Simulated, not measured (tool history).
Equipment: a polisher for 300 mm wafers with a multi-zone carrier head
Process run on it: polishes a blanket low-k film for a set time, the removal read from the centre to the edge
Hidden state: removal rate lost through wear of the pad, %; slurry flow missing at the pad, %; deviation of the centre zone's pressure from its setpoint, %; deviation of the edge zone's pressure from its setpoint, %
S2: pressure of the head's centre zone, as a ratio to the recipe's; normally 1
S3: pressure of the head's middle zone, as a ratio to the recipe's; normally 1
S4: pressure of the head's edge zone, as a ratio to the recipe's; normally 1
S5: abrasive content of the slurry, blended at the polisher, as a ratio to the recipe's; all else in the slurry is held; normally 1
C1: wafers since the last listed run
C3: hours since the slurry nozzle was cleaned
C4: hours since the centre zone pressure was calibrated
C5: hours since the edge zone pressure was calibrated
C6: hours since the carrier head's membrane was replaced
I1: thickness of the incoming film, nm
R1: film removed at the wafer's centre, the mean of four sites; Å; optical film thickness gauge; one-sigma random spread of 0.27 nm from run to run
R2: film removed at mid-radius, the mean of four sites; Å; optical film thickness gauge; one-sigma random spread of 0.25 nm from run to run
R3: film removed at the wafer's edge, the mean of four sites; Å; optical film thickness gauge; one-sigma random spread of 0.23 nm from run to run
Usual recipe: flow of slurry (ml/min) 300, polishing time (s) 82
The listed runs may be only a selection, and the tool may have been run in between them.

run 1 hour=0 | flow_of_slurry_(ml/min)=300 S2=1 S3=1 S4=1 S5=1 polishing_time_(s)=82 | C1=0 wafers_polished_on_this_pad=543 C3=616.8 C4=0.5 C5=566.7 C6=1031.3 | I1=381.6 | R1=197 R2=203 R3=202
-- hour=48.7 slurry nozzle cleaned
run 2 hour=62 | flow_of_slurry_(ml/min)=300 S2=1 S3=1 S4=1 S5=1.1 polishing_time_(s)=82 | C1=833 wafers_polished_on_this_pad=1377 C3=13.3 C4=62.5 C5=628.7 C6=1093.3 | I1=385.2 | R1=212 R2=219 R3=219
run 3 hour=91.9 | flow_of_slurry_(ml/min)=300 S2=1 S3=1 S4=0.94 S5=0.9 polishing_time_(s)=82 | C1=408 wafers_polished_on_this_pad=1785 C3=43.2 C4=92.4 C5=658.6 C6=1123.2 | I1=381.3 | R1=187 R2=198 R3=189
run 4 hour=123 | flow_of_slurry_(ml/min)=300 S2=1.1 S3=1 S4=0.94 S5=1 polishing_time_(s)=82 | C1=424 wafers_polished_on_this_pad=2210 C3=74.3 C4=123.5 C5=689.7 C6=1154.3 | I1=380.9 | R1=215 R2=209 R3=206
run 5 hour=186.8 | flow_of_slurry_(ml/min)=300 S2=1 S3=1 S4=0.92 S5=1 polishing_time_(s)=82 | C1=871 wafers_polished_on_this_pad=3082 C3=138.1 C4=187.3 C5=753.5 C6=1218.1 | I1=385.7 | R1=202 R2=206 R3=204
run 6 hour=222.4 | flow_of_slurry_(ml/min)=300 S2=1 S3=1.06 S4=1 S5=1 polishing_time_(s)=82 | C1=486 wafers_polished_on_this_pad=3568 C3=173.7 C4=222.9 C5=789.1 C6=1253.7 | I1=379.4 | R1=198 R2=219 R3=211
run 7 hour=247.1 | flow_of_slurry_(ml/min)=300 S2=1 S3=1 S4=1 S5=0.7 polishing_time_(s)=82 | C1=337 wafers_polished_on_this_pad=3906 C3=198.4 C4=247.6 C5=813.8 C6=1278.4 | I1=380.4 | R1=158 R2=162 R3=166
-- hour=257.1 carrier head's membrane replaced by a new one
run 8 hour=274.5 | flow_of_slurry_(ml/min)=300 S2=1 S3=1.09 S4=1.08 S5=1 polishing_time_(s)=69 | C1=306 wafers_polished_on_this_pad=4212 C3=225.8 C4=275 C5=841.2 C6=17.4 | I1=377.5 | R1=166 R2=187 R3=180
run 9 hour=319 | flow_of_slurry_(ml/min)=300 S2=1 S3=1 S4=1 S5=1 polishing_time_(s)=82 | C1=608 wafers_polished_on_this_pad=4820 C3=270.3 C4=319.5 C5=885.7 C6=61.9 | I1=375.2 | R1=195 R2=205 R3=211
run 10 hour=367.3 | flow_of_slurry_(ml/min)=300 S2=1.03 S3=1 S4=1 S5=0.85 polishing_time_(s)=82 | C1=659 wafers_polished_on_this_pad=5480 C3=318.6 C4=367.8 C5=934 C6=110.2 | I1=375.4 | R1=182 R2=187 R3=186
-- hour=402.6 worn pad replaced by a new one
run 11 hour=403.1 | flow_of_slurry_(ml/min)=300 S2=1.11 S3=1 S4=1.07 S5=1 polishing_time_(s)=65 | C1=434 wafers_polished_on_this_pad=6 C3=354.4 C4=403.6 C5=969.8 C6=146 | I1=377.2 | R1=168 R2=163 R3=168
run 12 hour=433.5 | flow_of_slurry_(ml/min)=235 S2=1.06 S3=1 S4=1 S5=0.75 polishing_time_(s)=82 | C1=415 wafers_polished_on_this_pad=421 C3=384.8 C4=434 C5=1000.2 C6=176.4 | I1=385.5 | R1=165 R2=163 R3=167
run 13 hour=483.3 | flow_of_slurry_(ml/min)=250 S2=1 S3=1.1 S4=0.92 S5=0.85 polishing_time_(s)=82 | C1=680 wafers_polished_on_this_pad=1101 C3=434.6 C4=483.8 C5=1050 C6=226.2 | I1=382.9 | R1=175 R2=196 R3=180
run 14 hour=547.6 | flow_of_slurry_(ml/min)=300 S2=1 S3=1.04 S4=1.11 S5=0.85 polishing_time_(s)=82 | C1=878 wafers_polished_on_this_pad=1980 C3=498.9 C4=548.1 C5=1114.3 C6=290.5 | I1=379.6 | R1=176 R2=192 R3=193
run 15 hour=599.3 | flow_of_slurry_(ml/min)=300 S2=1 S3=1.07 S4=0.97 S5=1.25 polishing_time_(s)=105 | C1=706 wafers_polished_on_this_pad=2686 C3=550.6 C4=599.8 C5=1166 C6=342.2 | I1=379.4 | R1=283 R2=308 R3=286
run 16 hour=625.6 | flow_of_slurry_(ml/min)=300 S2=1 S3=1 S4=1 S5=0.8 polishing_time_(s)=82 | C1=359 wafers_polished_on_this_pad=3046 C3=576.9 C4=626.1 C5=1192.3 C6=368.5 | I1=383 | R1=169 R2=178 R3=179
-- hour=644 edge zone pressure recalibrated
run 17 hour=689.4 | flow_of_slurry_(ml/min)=300 S2=1 S3=1 S4=0.96 S5=1.25 polishing_time_(s)=82 | C1=844 wafers_polished_on_this_pad=3890 C3=640.7 C4=689.9 C5=45.4 C6=432.3 | I1=373.3 | R1=212 R2=222 R3=227
run 18 hour=745.5 | flow_of_slurry_(ml/min)=300 S2=1 S3=1 S4=1 S5=0.9 polishing_time_(s)=82 | C1=766 wafers_polished_on_this_pad=4657 C3=696.8 C4=746 C5=101.5 C6=488.4 | I1=383.7 | R1=174 R2=185 R3=190
run 19 hour=776.4 | flow_of_slurry_(ml/min)=360 S2=1 S3=1 S4=0.88 S5=1 polishing_time_(s)=82 | C1=422 wafers_polished_on_this_pad=5079 C3=727.7 C4=776.9 C5=132.4 C6=519.3 | I1=379.8 | R1=188 R2=206 R3=203
-- hour=817.8 slurry nozzle cleaned
run 20 hour=819.3 | flow_of_slurry_(ml/min)=300 S2=1 S3=1 S4=1 S5=0.85 polishing_time_(s)=95 | C1=572 wafers_polished_on_this_pad=5652 C3=1.5 C4=819.8 C5=175.3 C6=562.2 | I1=376.4 | R1=213 R2=224 R3=225
run 21 hour=845.4 | flow_of_slurry_(ml/min)=300 S2=1 S3=1 S4=0.92 S5=1.15 polishing_time_(s)=82 | C1=356 wafers_polished_on_this_pad=6008 C3=27.6 C4=845.9 C5=201.4 C6=588.3 | I1=375.9 | R1=218 R2=225 R3=223
run 22 hour=908.9 | flow_of_slurry_(ml/min)=300 S2=1 S3=1 S4=1 S5=1 polishing_time_(s)=82 | C1=867 wafers_polished_on_this_pad=6876 C3=91.1 C4=909.4 C5=264.9 C6=651.8 | I1=373.5 | R1=201 R2=209 R3=208
-- hour=929.7 worn pad replaced by a new one
run 23 hour=976.6 | flow_of_slurry_(ml/min)=255 S2=0.97 S3=0.91 S4=1 S5=1 polishing_time_(s)=82 | C1=870 wafers_polished_on_this_pad=641 C3=158.8 C4=977.1 C5=332.6 C6=719.5 | I1=372.8 | R1=193 R2=196 R3=207

Branching from run 23: 3 alternative next runs. What would each branch give?
run A hour=977 | flow_of_slurry_(ml/min)=300 S2=1 S3=1 S4=1 S5=1 polishing_time_(s)=82 | C1=5 wafers_polished_on_this_pad=646 C3=159.2 C4=977.5 C5=333 C6=719.9 | I1=387.3 | R1=? R2=? R3=?
run B hour=977 | flow_of_slurry_(ml/min)=300 S2=1.09 S3=1 S4=0.97 S5=1 polishing_time_(s)=82 | C1=5 wafers_polished_on_this_pad=646 C3=159.2 C4=977.5 C5=333 C6=719.9 | I1=387.3 | R1=? R2=? R3=?
run C hour=977 | flow_of_slurry_(ml/min)=300 S2=1 S3=1 S4=1.08 S5=1 polishing_time_(s)=82 | C1=5 wafers_polished_on_this_pad=646 C3=159.2 C4=977.5 C5=333 C6=719.9 | I1=387.3 | R1=? R2=? R3=?

run=A R1=199 R2=208 R3=211
run=B R1=217 R2=208 R3=209
run=C R1=199 R2=208 R3=217
Without the tool's unlogged condition, the same runs would have read:
run=A R1=201 R2=210 R3=213
run=B R1=219 R2=210 R3=210
run=C R1=201 R2=210 R3=218
